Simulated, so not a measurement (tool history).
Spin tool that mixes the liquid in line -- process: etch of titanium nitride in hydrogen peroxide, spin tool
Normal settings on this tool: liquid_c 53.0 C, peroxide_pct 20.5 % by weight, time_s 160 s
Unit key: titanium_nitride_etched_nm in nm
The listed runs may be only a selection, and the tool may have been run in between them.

run	day	liquid_c	peroxide_pct	time_s	read-back film thickness of the titanium nitride reference wafer, read on the same gauge (nm)	titanium_nitride_etched_nm
1	0.000	58.0	23.0	160	70.04	20.73
2	0.508	53.0	20.5	105	69.96	9.53
3	1.017	53.0	20.5	105	69.93	9.50
4	1.592	53.0	20.5	160	70.01	14.50
5	2.325	53.0	20.5	160	69.98	14.38
6	3.075	53.0	20.5	160	69.99	14.43
7	3.667	53.0	20.5	160	69.96	14.58
8	3.979	53.0	20.5	160	69.98	14.39
9	4.346	53.0	20.5	160	70.00	14.47
10	4.742	53.0	20.5	160	69.96	14.49
11	5.392	53.0	20.5	115	69.99	10.35
12	5.883	58.5	20.5	105	69.98	13.94
13	6.562	53.0	17.0	160	69.95	13.89
14	7.200	56.0	22.0	115	70.04	12.93
15	7.462	53.0	20.5	125	70.05	11.23
16	8.946	60.0	18.5	135	69.94	18.02
17	11.088	57.5	15.5	160	70.02	17.28
18	11.625	53.0	20.5	110	70.03	9.23
19	12.258	49.5	18.5	100	69.93	6.40
20	12.850	53.0	20.5	160	70.03	13.46
21	13.529	53.0	20.5	160	70.00	13.38
22	13.854	53.0	24.0	80	70.00	6.95
23	14.579	44.0	20.5	160	69.97	6.90
24	15.225	56.5	24.0	90	70.02	9.94

The log once held 5 entries between its listed runs, left out of this copy. Where does each go, and what is different about the tool's unlogged condition between the listed run before it and the listed run after it?
Between runs 9 and 10: peroxide flow meter replaced (day 4.496)
  liquid hotter than its thermometer reads (K): 2.42 -> 2.43; temperature lost on the way to the wafer (K): 1.61 -> 1.62
  the result without the hidden state subtracted from the measured one, titanium_nitride_etched_nm: +0.81 -> +0.80 nm
Between runs 13 and 14: new drum of peroxide connected (day 7.142)
  liquid hotter than its thermometer reads (K): 2.47 -> 2.48; temperature lost on the way to the wafer (K): 1.66 -> 1.68
  the result without the hidden state subtracted from the measured one, titanium_nitride_etched_nm: +0.78 -> +0.70 nm
Between runs 15 and 16: heated supply line repaired (day 7.629); thermometer replaced (day 7.771)
  liquid hotter than its thermometer reads (K): 2.49 -> 0.0913; temperature lost on the way to the wafer (K): 1.68 -> 0.319
  the result without the hidden state subtracted from the measured one, titanium_nitride_etched_nm: +0.62 -> -0.29 nm
Between runs 16 and 17: gauge calibrated (day 9.079)
  liquid hotter than its thermometer reads (K): 0.0913 -> 0.138; temperature lost on the way to the wafer (K): 0.319 -> 0.371
  the result without the hidden state subtracted from the measured one, titanium_nitride_etched_nm: -0.29 -> -0.28 nm

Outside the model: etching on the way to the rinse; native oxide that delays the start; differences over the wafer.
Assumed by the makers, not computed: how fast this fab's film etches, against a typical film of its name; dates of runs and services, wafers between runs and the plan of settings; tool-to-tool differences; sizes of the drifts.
